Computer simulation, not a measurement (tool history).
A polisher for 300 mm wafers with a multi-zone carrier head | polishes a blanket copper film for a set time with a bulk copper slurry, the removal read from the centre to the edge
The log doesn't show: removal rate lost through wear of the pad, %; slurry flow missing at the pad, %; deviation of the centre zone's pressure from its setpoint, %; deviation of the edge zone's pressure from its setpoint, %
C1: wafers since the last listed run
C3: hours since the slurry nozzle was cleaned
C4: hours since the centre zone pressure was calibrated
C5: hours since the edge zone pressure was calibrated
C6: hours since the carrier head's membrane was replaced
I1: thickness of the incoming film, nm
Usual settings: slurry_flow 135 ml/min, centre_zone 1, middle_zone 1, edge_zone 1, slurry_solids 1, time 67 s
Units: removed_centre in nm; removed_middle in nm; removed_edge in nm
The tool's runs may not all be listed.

run 1 hour=0 | slurry_flow=135 centre_zone=1 middle_zone=1 edge_zone=1.08 slurry_solids=1 time=67 | C1=0 wafers_polished_on_this_pad=4974 C3=192.3 C4=312 C5=296.1 C6=393 | I1=2432.8 | removed_centre=538.1 removed_middle=541.2 removed_edge=534.9
run 2 hour=52.1 | slurry_flow=135 centre_zone=1 middle_zone=1.04 edge_zone=0.93 slurry_solids=1.25 time=89 | C1=547 wafers_polished_on_this_pad=5521 C3=244.4 C4=364.1 C5=348.2 C6=445.1 | I1=2453.5 | removed_centre=755.6 removed_middle=782.5 removed_edge=703
run 3 hour=90.7 | slurry_flow=135 centre_zone=0.96 middle_zone=1 edge_zone=0.97 slurry_solids=1 time=67 | C1=405 wafers_polished_on_this_pad=5927 C3=283 C4=402.7 C5=386.8 C6=483.7 | I1=2426.1 | removed_centre=503.5 removed_middle=537.8 removed_edge=508.3
-- hour=167.6 worn pad replaced by a new one
run 4 hour=170.2 | slurry_flow=110 centre_zone=1 middle_zone=1 edge_zone=1 slurry_solids=1.3 time=67 | C1=793 wafers_polished_on_this_pad=27 C3=362.5 C4=482.2 C5=466.3 C6=563.2 | I1=2432.7 | removed_centre=540.6 removed_middle=538.6 removed_edge=533.9
run 5 hour=233.5 | slurry_flow=120 centre_zone=1 middle_zone=1.11 edge_zone=1 slurry_solids=1 time=67 | C1=665 wafers_polished_on_this_pad=692 C3=425.8 C4=545.5 C5=529.6 C6=626.5 | I1=2421.3 | removed_centre=519 removed_middle=565.9 removed_edge=510.6
run 6 hour=283.7 | slurry_flow=135 centre_zone=1 middle_zone=1 edge_zone=1 slurry_solids=1 time=82 | C1=527 wafers_polished_on_this_pad=1220 C3=476 C4=595.7 C5=579.8 C6=676.7 | I1=2437.5 | removed_centre=636.5 removed_middle=658.7 removed_edge=643.4
-- hour=305.5 centre zone pressure recalibrated
run 7 hour=371.8 | slurry_flow=135 centre_zone=1 middle_zone=1 edge_zone=1.08 slurry_solids=1 time=67 | C1=904 wafers_polished_on_this_pad=2124 C3=564.1 C4=66.3 C5=667.9 C6=764.8 | I1=2473.4 | removed_centre=532 removed_middle=539.7 removed_edge=532.2
run 8 hour=433.4 | slurry_flow=135 centre_zone=0.96 middle_zone=1 edge_zone=0.97 slurry_solids=1 time=67 | C1=647 wafers_polished_on_this_pad=2771 C3=625.7 C4=127.9 C5=729.5 C6=826.4 | I1=2420.1 | removed_centre=513.7 removed_middle=537.8 removed_edge=511.8
-- hour=447.7 slurry nozzle cleaned
run 9 hour=503.9 | slurry_flow=135 centre_zone=1.12 middle_zone=1 edge_zone=1 slurry_solids=0.85 time=83 | C1=730 wafers_polished_on_this_pad=3501 C3=56.2 C4=198.4 C5=800 C6=896.9 | I1=2441.8 | removed_centre=696.9 removed_middle=631.6 removed_edge=620.9
-- hour=508.7 edge zone pressure recalibrated
run 10 hour=565.3 | slurry_flow=135 centre_zone=1 middle_zone=1 edge_zone=1 slurry_solids=1 time=67 | C1=624 wafers_polished_on_this_pad=4126 C3=117.6 C4=259.8 C5=56.6 C6=958.3 | I1=2463.1 | removed_centre=529.3 removed_middle=544.9 removed_edge=518.7
run 11 hour=652.5 | slurry_flow=135 centre_zone=1 middle_zone=1 edge_zone=1 slurry_solids=1 time=67 | C1=916 wafers_polished_on_this_pad=5042 C3=204.8 C4=347 C5=143.8 C6=1045.5 | I1=2485.5 | removed_centre=534.1 removed_middle=531.4 removed_edge=508.4
-- hour=700.7 worn pad replaced by a new one
run 12 hour=721.9 | slurry_flow=100 centre_zone=1 middle_zone=0.97 edge_zone=1.08 slurry_solids=1 time=55 | C1=687 wafers_polished_on_this_pad=222 C3=274.2 C4=416.4 C5=213.2 C6=1114.9 | I1=2424.6 | removed_centre=398.2 removed_middle=400.2 removed_edge=419.2
run 13 hour=800.6 | slurry_flow=135 centre_zone=1 middle_zone=1 edge_zone=1 slurry_solids=1 time=78 | C1=826 wafers_polished_on_this_pad=1049 C3=352.9 C4=495.1 C5=291.9 C6=1193.6 | I1=2404.5 | removed_centre=611.1 removed_middle=614.1 removed_edge=608.6
run 14 hour=853.1 | slurry_flow=135 centre_zone=1 middle_zone=1 edge_zone=1 slurry_solids=0.9 time=67 | C1=551 wafers_polished_on_this_pad=1601 C3=405.4 C4=547.6 C5=344.4 C6=1246.1 | I1=2464.1 | removed_centre=516.8 removed_middle=522.9 removed_edge=503
-- hour=929.9 centre zone pressure recalibrated
-- hour=1137 carrier head's membrane replaced by a new one
run 15 hour=1155.4 | slurry_flow=135 centre_zone=1 middle_zone=1 edge_zone=1 slurry_solids=1 time=52 | C1=3102 wafers_polished_on_this_pad=4703 C3=707.7 C4=225.5 C5=646.7 C6=18.4 | I1=2422.1 | removed_centre=412.7 removed_middle=414.3 removed_edge=406.3
-- hour=1188.3 slurry nozzle cleaned
run 16 hour=1246.9 | slurry_flow=135 centre_zone=1 middle_zone=1 edge_zone=1 slurry_solids=1.15 time=67 | C1=950 wafers_polished_on_this_pad=5654 C3=58.6 C4=317 C5=738.2 C6=109.9 | I1=2412.7 | removed_centre=543.6 removed_middle=547.9 removed_edge=542.8
-- hour=1264.7 worn pad replaced by a new one
-- hour=1328 edge zone pressure recalibrated
run 17 hour=1350.7 | slurry_flow=135 centre_zone=1.12 middle_zone=1 edge_zone=1.04 slurry_solids=1 time=67 | C1=1027 wafers_polished_on_this_pad=882 C3=162.4 C4=420.8 C5=22.7 C6=213.7 | I1=2429.2 | removed_centre=585.1 removed_middle=543.5 removed_edge=526.5
run 18 hour=1421.3 | slurry_flow=95 centre_zone=1 middle_zone=1.12 edge_zone=1 slurry_solids=0.9 time=84 | C1=741 wafers_polished_on_this_pad=1624 C3=233 C4=491.4 C5=93.3 C6=284.3 | I1=2432.6 | removed_centre=587.9 removed_middle=648.6 removed_edge=591
run 19 hour=1463.2 | slurry_flow=135 centre_zone=1 middle_zone=1.08 edge_zone=1.08 slurry_solids=1 time=50 | C1=440 wafers_polished_on_this_pad=2064 C3=274.9 C4=533.3 C5=135.2 C6=326.2 | I1=2458 | removed_centre=393 removed_middle=430.4 removed_edge=396.2
run 20 hour=1548.7 | slurry_flow=90 centre_zone=1 middle_zone=1 edge_zone=1 slurry_solids=1 time=55 | C1=898 wafers_polished_on_this_pad=2962 C3=360.4 C4=618.8 C5=220.7 C6=411.7 | I1=2454.2 | removed_centre=388 removed_middle=392.4 removed_edge=395.3

5 ways to go on from here, each from the tool as it stands after run 20. What would each give?
run A hour=1549.1 | slurry_flow=135 centre_zone=0.93 middle_zone=1 edge_zone=1 slurry_solids=1 time=67 | C1=4 wafers_polished_on_this_pad=2966 C3=360.8 C4=619.2 C5=221.1 C6=412.1 | I1=2436 | removed_centre=? removed_middle=? removed_edge=?
run B hour=1549.1 | slurry_flow=135 centre_zone=1 middle_zone=0.96 edge_zone=0.9 slurry_solids=0.75 time=67 | C1=4 wafers_polished_on_this_pad=2966 C3=360.8 C4=619.2 C5=221.1 C6=412.1 | I1=2436 | removed_centre=? removed_middle=? removed_edge=?
run C hour=1549.1 | slurry_flow=150 centre_zone=0.96 middle_zone=1 edge_zone=1 slurry_solids=1 time=67 | C1=4 wafers_polished_on_this_pad=2966 C3=360.8 C4=619.2 C5=221.1 C6=412.1 | I1=2436 | removed_centre=? removed_middle=? removed_edge=?
run D hour=1549.1 | slurry_flow=155 centre_zone=1 middle_zone=1 edge_zone=1 slurry_solids=1 time=58 | C1=4 wafers_polished_on_this_pad=2966 C3=360.8 C4=619.2 C5=221.1 C6=412.1 | I1=2436 | removed_centre=? removed_middle=? removed_edge=?
run E hour=1549.1 | slurry_flow=135 centre_zone=1 middle_zone=1.05 edge_zone=1 slurry_solids=1 time=67 | C1=4 wafers_polished_on_this_pad=2966 C3=360.8 C4=619.2 C5=221.1 C6=412.1 | I1=2436 | removed_centre=? removed_middle=? removed_edge=?

run=A removed_centre=489.7 removed_middle=541.3 removed_edge=526.7
run=B removed_centre=490.8 removed_middle=487.2 removed_edge=467.3
run=C removed_centre=518.7 removed_middle=553.5 removed_edge=535.2
run=D removed_centre=471.3 removed_middle=482.2 removed_edge=465.5
run=E removed_centre=527 removed_middle=563.9 removed_edge=526.3
Without the tool's hidden state the same runs would have given:
run=A removed_centre=489.7 removed_middle=541.3 removed_edge=526.7
run=B removed_centre=490.8 removed_middle=487.2 removed_edge=467.3
run=C removed_centre=518.7 removed_middle=553.5 removed_edge=535.2
run=D removed_centre=471.3 removed_middle=482.2 removed_edge=465.5
run=E removed_centre=527 removed_middle=563.9 removed_edge=526.3
